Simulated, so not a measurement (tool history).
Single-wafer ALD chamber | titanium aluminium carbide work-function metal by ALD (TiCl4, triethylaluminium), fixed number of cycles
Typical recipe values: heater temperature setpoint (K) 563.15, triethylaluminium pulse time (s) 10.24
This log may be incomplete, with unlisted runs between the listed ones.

run	hour	heater temperature setpoint (K)	triethylaluminium pulse time (s)	wafers since the last listed run	hours since the last thermocouple change	hours since the last triethylaluminium bottle change	hours since the showerhead was replaced	hours since the gauge calibration	read-back reference wafer on the same gauge, thickness_nm	mean film thickness on the monitor wafer (Å)
1	0	563.15	10.24	0	1982.5	1663.4	2848.5	22.1	2.398	20.11
2	17.8	563.15	10.24	246	2000.3	1681.2	2866.3	39.9	2.4	20.07
3	33	563.15	10.24	210	2015.5	1696.4	2881.5	55.1	2.4	20.1
4	50.8	563.15	10.24	246	2033.3	1714.2	2899.3	72.9	2.399	20.08
5	68.7	563.15	10.24	247	2051.2	1732.1	2917.2	90.8	2.401	19.9
6	81.7	563.15	10.24	179	2064.2	1745.1	2930.2	103.8	2.404	19.94
7	88.4	563.15	11.86	92	2070.9	1751.8	2936.9	110.5	2.401	20.41
8	101.1	570.15	10.24	175	2083.6	1764.5	2949.6	123.2	2.401	20.45
9	108.9	563.15	10.24	107	2091.4	1772.3	2957.4	131	2.398	19.94
10	126.3	563.15	10.24	240	2108.8	1789.7	2974.8	148.4	2.401	19.83
11	141.5	563.15	10.24	210	2124	1804.9	2990	163.6	2.403	19.93
12	156.3	563.15	10.24	204	2138.8	1819.7	3004.8	178.4	2.401	19.91
13	173.5	563.15	10.24	238	2156	1836.9	3022	195.6	2.4	19.87
14	182.2	568.15	8.75	120	2164.7	1845.6	3030.7	204.3	2.402	19.2
15	197.7	548.15	13.38	214	2180.2	1861.1	3046.2	219.8	2.398	19.8
16	236.5	563.15	10.24	537	2219	1899.9	3085	258.6	2.4	19.77
# hour 251.1: triethylaluminium bottle replaced
17	251.6	548.15	13.38	98	2234.1	0.5	3100.1	273.7	2.4	17.78
18	261.3	575.15	8.41	134	2243.8	10.2	3109.8	283.4	2.403	15.26
19	268.6	574.15	7.07	101	2251.1	17.5	3117.1	290.7	2.399	13.28
20	284.7	550.15	8.64	222	2267.2	33.6	3133.2	306.8	2.4	14.17
# hour 297.1: showerhead replaced
21	299.8	553.15	12.21	98	2282.3	48.7	2.7	321.9	2.4	17.35
22	305.9	570.15	6.89	84	2288.4	54.8	8.8	328	2.403	12.47
# hour 330.5: thermocouple changed; heater temperature recalibrated
23	331	548.15	12.57	236	0.5	79.9	33.9	353.1	2.4	17.39
24	338.8	563.15	10.24	107	8.3	87.7	41.7	360.9	2.398	16.52
# hour 351.1: triethylaluminium bottle replaced, repeated, since the last time left the tool worse
25	351.6	574.15	13.37	66	21.1	0.5	54.5	373.7	2.402	22.4
# hour 379.5: gauge calibrated
26	403	574.15	8.99	711	72.5	51.9	105.9	23.5	2.404	21.31
27	414.1	576.15	8.76	153	83.6	63	117	34.6	2.402	21.29
28	429.6	576.15	8.15	214	99.1	78.5	132.5	50.1	2.402	21.01
29	439.3	568.15	6.35	134	108.8	88.2	142.2	59.8	2.399	18.27
30	456.4	555.15	11.99	236	125.9	105.3	159.3	76.9	2.399	20.62
31	467.5	552.15	12.54	153	137	116.4	170.4	88	2.398	20.51
32	479.8	563.15	10.24	170	149.3	128.7	182.7	100.3	2.4	20.92
33	491.7	553.15	8.67	164	161.2	140.6	194.6	112.2	2.399	19.55
34	502.4	568.15	8.49	148	171.9	151.3	205.3	122.9	2.4	20.58

Forecast each of these 3 alternatives for the next run:
A	502.8	563.15	10.24	5	172.3	151.7	205.7	123.3	?	?
B	502.8	570.15	14.2	5	172.3	151.7	205.7	123.3	?	?
C	502.8	573.15	10.24	5	172.3	151.7	205.7	123.3	?	?

run	read-back reference wafer on the same gauge, thickness_nm	mean film thickness on the monitor wafer (Å)
A	2.401	20.92
B	2.401	22.08
C	2.401	21.75
What these runs would have given with no unlogged condition in the tool:
run	mean film thickness on the monitor wafer (Å)
A	20.97
B	22.1
C	21.81
